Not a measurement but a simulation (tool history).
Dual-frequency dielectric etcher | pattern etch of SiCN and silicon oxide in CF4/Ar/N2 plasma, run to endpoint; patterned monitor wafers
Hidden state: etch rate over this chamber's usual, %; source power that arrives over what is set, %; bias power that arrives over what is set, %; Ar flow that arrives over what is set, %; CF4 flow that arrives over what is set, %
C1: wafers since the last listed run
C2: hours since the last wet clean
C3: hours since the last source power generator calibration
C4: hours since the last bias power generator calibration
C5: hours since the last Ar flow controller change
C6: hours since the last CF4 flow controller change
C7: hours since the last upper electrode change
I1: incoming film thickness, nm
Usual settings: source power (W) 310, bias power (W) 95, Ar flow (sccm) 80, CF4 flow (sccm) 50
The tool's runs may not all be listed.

{"run": 1, "hour": 0.0, "source power (W)": 310, "bias power (W)": 95, "Ar flow (sccm)": 80, "CF4 flow (sccm)": 50, "C1": 0, "C2": 24.0, "C3": 132.1, "C4": 165.2, "C5": 78.0, "C6": 1344.4, "C7": 2209.5, "I1": 14.49, "endpoint time (s)": 21.6}
{"run": 2, "hour": 31.3, "source power (W)": 310, "bias power (W)": 95, "Ar flow (sccm)": 98, "CF4 flow (sccm)": 61, "C1": 659, "C2": 55.3, "C3": 163.4, "C4": 196.5, "C5": 109.3, "C6": 1375.7, "C7": 2240.8, "I1": 14.43, "endpoint time (s)": 21.7}
{"run": 3, "hour": 64.9, "source power (W)": 310, "bias power (W)": 95, "Ar flow (sccm)": 80, "CF4 flow (sccm)": 50, "C1": 708, "C2": 88.9, "C3": 197.0, "C4": 230.1, "C5": 142.9, "C6": 1409.3, "C7": 2274.4, "I1": 14.51, "endpoint time (s)": 21.8}
{"hour": 85.6, "done": "CF4 flow controller replaced"}
{"run": 4, "hour": 86.1, "source power (W)": 310, "bias power (W)": 95, "Ar flow (sccm)": 80, "CF4 flow (sccm)": 50, "C1": 320, "C2": 110.1, "C3": 218.2, "C4": 251.3, "C5": 164.1, "C6": 0.5, "C7": 2295.6, "I1": 14.78, "endpoint time (s)": 22.3}
{"run": 5, "hour": 113.8, "source power (W)": 310, "bias power (W)": 95, "Ar flow (sccm)": 80, "CF4 flow (sccm)": 40, "C1": 583, "C2": 137.8, "C3": 245.9, "C4": 279.0, "C5": 191.8, "C6": 28.2, "C7": 2323.3, "I1": 14.48, "endpoint time (s)": 22.5}
{"run": 6, "hour": 181.8, "source power (W)": 310, "bias power (W)": 95, "Ar flow (sccm)": 67, "CF4 flow (sccm)": 50, "C1": 1433, "C2": 205.8, "C3": 313.9, "C4": 347.0, "C5": 259.8, "C6": 96.2, "C7": 2391.3, "I1": 14.64, "endpoint time (s)": 21.5}
{"hour": 223.3, "done": "upper electrode replaced"}
{"run": 7, "hour": 223.8, "source power (W)": 330, "bias power (W)": 117, "Ar flow (sccm)": 99, "CF4 flow (sccm)": 44, "C1": 379, "C2": 247.8, "C3": 355.9, "C4": 389.0, "C5": 301.8, "C6": 138.2, "C7": 0.5, "I1": 14.56, "endpoint time (s)": 20.5}
{"run": 8, "hour": 224.1, "source power (W)": 310, "bias power (W)": 95, "Ar flow (sccm)": 92, "CF4 flow (sccm)": 50, "C1": 6, "C2": 248.1, "C3": 356.2, "C4": 389.3, "C5": 302.1, "C6": 138.5, "C7": 0.8, "I1": 14.54, "endpoint time (s)": 22.6}
{"run": 9, "hour": 243.4, "source power (W)": 250, "bias power (W)": 95, "Ar flow (sccm)": 80, "CF4 flow (sccm)": 45, "C1": 406, "C2": 267.4, "C3": 375.5, "C4": 408.6, "C5": 321.4, "C6": 157.8, "C7": 20.1, "I1": 14.5, "endpoint time (s)": 24.4}
{"run": 10, "hour": 263.1, "source power (W)": 310, "bias power (W)": 95, "Ar flow (sccm)": 80, "CF4 flow (sccm)": 50, "C1": 415, "C2": 287.1, "C3": 395.2, "C4": 428.3, "C5": 341.1, "C6": 177.5, "C7": 39.8, "I1": 14.53, "endpoint time (s)": 22.1}
{"run": 11, "hour": 279.0, "source power (W)": 310, "bias power (W)": 95, "Ar flow (sccm)": 80, "CF4 flow (sccm)": 50, "C1": 335, "C2": 303.0, "C3": 411.1, "C4": 444.2, "C5": 357.0, "C6": 193.4, "C7": 55.7, "I1": 14.57, "endpoint time (s)": 22.3}
{"run": 12, "hour": 304.0, "source power (W)": 370, "bias power (W)": 95, "Ar flow (sccm)": 80, "CF4 flow (sccm)": 42, "C1": 526, "C2": 328.0, "C3": 436.1, "C4": 469.2, "C5": 382.0, "C6": 218.4, "C7": 80.7, "I1": 14.67, "endpoint time (s)": 21.1}
{"run": 13, "hour": 322.7, "source power (W)": 310, "bias power (W)": 95, "Ar flow (sccm)": 71, "CF4 flow (sccm)": 50, "C1": 394, "C2": 346.7, "C3": 454.8, "C4": 487.9, "C5": 400.7, "C6": 237.1, "C7": 99.4, "I1": 14.63, "endpoint time (s)": 22.1}
{"run": 14, "hour": 357.4, "source power (W)": 310, "bias power (W)": 95, "Ar flow (sccm)": 80, "CF4 flow (sccm)": 50, "C1": 731, "C2": 381.4, "C3": 489.5, "C4": 522.6, "C5": 435.4, "C6": 271.8, "C7": 134.1, "I1": 14.49, "endpoint time (s)": 22.2}
{"run": 15, "hour": 386.0, "source power (W)": 310, "bias power (W)": 95, "Ar flow (sccm)": 80, "CF4 flow (sccm)": 50, "C1": 602, "C2": 410.0, "C3": 518.1, "C4": 551.2, "C5": 464.0, "C6": 300.4, "C7": 162.7, "I1": 14.61, "endpoint time (s)": 22.3}
{"run": 16, "hour": 407.5, "source power (W)": 250, "bias power (W)": 83, "Ar flow (sccm)": 92, "CF4 flow (sccm)": 57, "C1": 453, "C2": 431.5, "C3": 539.6, "C4": 572.7, "C5": 485.5, "C6": 321.9, "C7": 184.2, "I1": 14.51, "endpoint time (s)": 25.9}
{"run": 17, "hour": 438.4, "source power (W)": 370, "bias power (W)": 95, "Ar flow (sccm)": 80, "CF4 flow (sccm)": 50, "C1": 651, "C2": 462.4, "C3": 570.5, "C4": 603.6, "C5": 516.4, "C6": 352.8, "C7": 215.1, "I1": 14.59, "endpoint time (s)": 20.3}
{"run": 18, "hour": 455.9, "source power (W)": 270, "bias power (W)": 95, "Ar flow (sccm)": 80, "CF4 flow (sccm)": 46, "C1": 368, "C2": 479.9, "C3": 588.0, "C4": 621.1, "C5": 533.9, "C6": 370.3, "C7": 232.6, "I1": 14.67, "endpoint time (s)": 24.5}
{"run": 19, "hour": 477.4, "source power (W)": 370, "bias power (W)": 79, "Ar flow (sccm)": 80, "CF4 flow (sccm)": 57, "C1": 453, "C2": 501.4, "C3": 609.5, "C4": 642.6, "C5": 555.4, "C6": 391.8, "C7": 254.1, "I1": 14.51, "endpoint time (s)": 21.9}
{"run": 20, "hour": 505.0, "source power (W)": 310, "bias power (W)": 95, "Ar flow (sccm)": 80, "CF4 flow (sccm)": 57, "C1": 581, "C2": 529.0, "C3": 637.1, "C4": 670.2, "C5": 583.0, "C6": 419.4, "C7": 281.7, "I1": 14.57, "endpoint time (s)": 22.2}
{"hour": 542.6, "done": "wet clean of the chamber"}
{"run": 21, "hour": 543.1, "source power (W)": 310, "bias power (W)": 73, "Ar flow (sccm)": 88, "CF4 flow (sccm)": 50, "C1": 297, "C2": 0.5, "C3": 675.2, "C4": 708.3, "C5": 621.1, "C6": 457.5, "C7": 319.8, "I1": 14.5, "endpoint time (s)": 24.2}
{"run": 22, "hour": 568.9, "source power (W)": 310, "bias power (W)": 95, "Ar flow (sccm)": 74, "CF4 flow (sccm)": 50, "C1": 543, "C2": 26.3, "C3": 701.0, "C4": 734.1, "C5": 646.9, "C6": 483.3, "C7": 345.6, "I1": 14.52, "endpoint time (s)": 21.4}
{"run": 23, "hour": 590.7, "source power (W)": 310, "bias power (W)": 95, "Ar flow (sccm)": 70, "CF4 flow (sccm)": 50, "C1": 459, "C2": 48.1, "C3": 722.8, "C4": 755.9, "C5": 668.7, "C6": 505.1, "C7": 367.4, "I1": 14.69, "endpoint time (s)": 21.5}
{"run": 24, "hour": 607.2, "source power (W)": 310, "bias power (W)": 110, "Ar flow (sccm)": 80, "CF4 flow (sccm)": 45, "C1": 347, "C2": 64.6, "C3": 739.3, "C4": 772.4, "C5": 685.2, "C6": 521.6, "C7": 383.9, "I1": 14.62, "endpoint time (s)": 20.9}

Forecast each of these 4 alternatives for the next run:
{"run": "A", "hour": 607.6, "source power (W)": 310, "bias power (W)": 95, "Ar flow (sccm)": 80, "CF4 flow (sccm)": 54, "C1": 8, "C2": 65.0, "C3": 739.7, "C4": 772.8, "C5": 685.6, "C6": 522.0, "C7": 384.3, "I1": 14.69, "endpoint time (s)": "?"}
{"run": "B", "hour": 607.6, "source power (W)": 380, "bias power (W)": 75, "Ar flow (sccm)": 64, "CF4 flow (sccm)": 50, "C1": 8, "C2": 65.0, "C3": 739.7, "C4": 772.8, "C5": 685.6, "C6": 522.0, "C7": 384.3, "I1": 14.69, "endpoint time (s)": "?"}
{"run": "C", "hour": 607.6, "source power (W)": 310, "bias power (W)": 95, "Ar flow (sccm)": 80, "CF4 flow (sccm)": 44, "C1": 8, "C2": 65.0, "C3": 739.7, "C4": 772.8, "C5": 685.6, "C6": 522.0, "C7": 384.3, "I1": 14.69, "endpoint time (s)": "?"}
{"run": "D", "hour": 607.6, "source power (W)": 340, "bias power (W)": 77, "Ar flow (sccm)": 61, "CF4 flow (sccm)": 50, "C1": 8, "C2": 65.0, "C3": 739.7, "C4": 772.8, "C5": 685.6, "C6": 522.0, "C7": 384.3, "I1": 14.69, "endpoint time (s)": "?"}

run=A endpoint_time_(s)=21.6
run=B endpoint_time_(s)=20.7
run=C endpoint_time_(s)=22.2
run=D endpoint_time_(s)=21.5
Without the tool's hidden state the same runs would have given:
run=A endpoint_time_(s)=21.6
run=B endpoint_time_(s)=20.7
run=C endpoint_time_(s)=22.1
run=D endpoint_time_(s)=21.5

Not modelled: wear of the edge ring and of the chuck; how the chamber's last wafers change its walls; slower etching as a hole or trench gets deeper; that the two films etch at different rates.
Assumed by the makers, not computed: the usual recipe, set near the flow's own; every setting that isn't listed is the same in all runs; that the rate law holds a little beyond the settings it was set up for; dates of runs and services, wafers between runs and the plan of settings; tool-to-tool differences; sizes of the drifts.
